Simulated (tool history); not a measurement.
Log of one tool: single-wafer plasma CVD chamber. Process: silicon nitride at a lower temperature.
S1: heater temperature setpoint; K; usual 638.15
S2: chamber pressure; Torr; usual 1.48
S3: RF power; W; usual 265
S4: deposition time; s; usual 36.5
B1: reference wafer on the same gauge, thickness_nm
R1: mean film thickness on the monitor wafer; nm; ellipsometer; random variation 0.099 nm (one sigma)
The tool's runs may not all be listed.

{"run": 1, "day": 0.0, "S1": 638.15, "S2": 1.48, "S3": 265, "S4": 36.5, "B1": 41.468, "R1": 35.806}
{"run": 2, "day": 2.071, "S1": 638.15, "S2": 1.48, "S3": 265, "S4": 36.5, "B1": 41.513, "R1": 35.825}
{"run": 3, "day": 3.846, "S1": 638.15, "S2": 1.48, "S3": 265, "S4": 35.0, "B1": 41.521, "R1": 34.245}
{"run": 4, "day": 5.192, "S1": 638.15, "S2": 1.48, "S3": 265, "S4": 35.0, "B1": 41.469, "R1": 34.372}
{"run": 5, "day": 7.0, "S1": 638.15, "S2": 1.48, "S3": 285, "S4": 38.2, "B1": 41.482, "R1": 38.893}
{"run": 6, "day": 9.75, "S1": 638.15, "S2": 1.48, "S3": 285, "S4": 38.2, "B1": 41.535, "R1": 38.753}
{"run": 7, "day": 11.246, "S1": 638.15, "S2": 1.48, "S3": 265, "S4": 36.5, "B1": 41.485, "R1": 35.916}
{"run": 8, "day": 13.288, "S1": 638.15, "S2": 1.48, "S3": 265, "S4": 36.5, "B1": 41.469, "R1": 35.609}
{"run": 9, "day": 14.479, "S1": 638.15, "S2": 1.48, "S3": 300, "S4": 36.5, "B1": 41.494, "R1": 37.844}
{"run": 10, "day": 20.979, "S1": 638.15, "S2": 1.48, "S3": 300, "S4": 36.5, "B1": 41.558, "R1": 37.933}
{"day": 21.488, "done": "showerhead replaced"}
{"day": 22.608, "done": "capacitance manometer re-zeroed and calibrated"}
{"run": 11, "day": 22.767, "S1": 638.15, "S2": 1.48, "S3": 300, "S4": 36.5, "B1": 41.512, "R1": 38.168}
{"day": 24.679, "done": "gauge calibrated"}
{"run": 12, "day": 25.862, "S1": 638.15, "S2": 1.48, "S3": 265, "S4": 39.6, "B1": 41.453, "R1": 38.943}
{"run": 13, "day": 27.142, "S1": 638.15, "S2": 1.48, "S3": 265, "S4": 36.5, "B1": 41.484, "R1": 35.931}
{"run": 14, "day": 29.2, "S1": 626.15, "S2": 1.48, "S3": 265, "S4": 31.5, "B1": 41.477, "R1": 31.16}
{"run": 15, "day": 31.225, "S1": 638.15, "S2": 1.48, "S3": 265, "S4": 36.5, "B1": 41.525, "R1": 35.648}
{"run": 16, "day": 32.25, "S1": 638.15, "S2": 1.65, "S3": 265, "S4": 36.5, "B1": 41.518, "R1": 37.477}
{"run": 17, "day": 33.338, "S1": 638.15, "S2": 1.48, "S3": 285, "S4": 36.5, "B1": 41.485, "R1": 37.069}

The next listed run, before its measurement:
{"run": 18, "day": 34.404, "S1": 642.15, "S2": 1.37, "S3": 305, "S4": 41.5, "B1": "?", "R1": "?"}

B1: 41.505
R1: 41.978 nm
Without the tool's hidden state the same run would have given R1 41.978 nm.
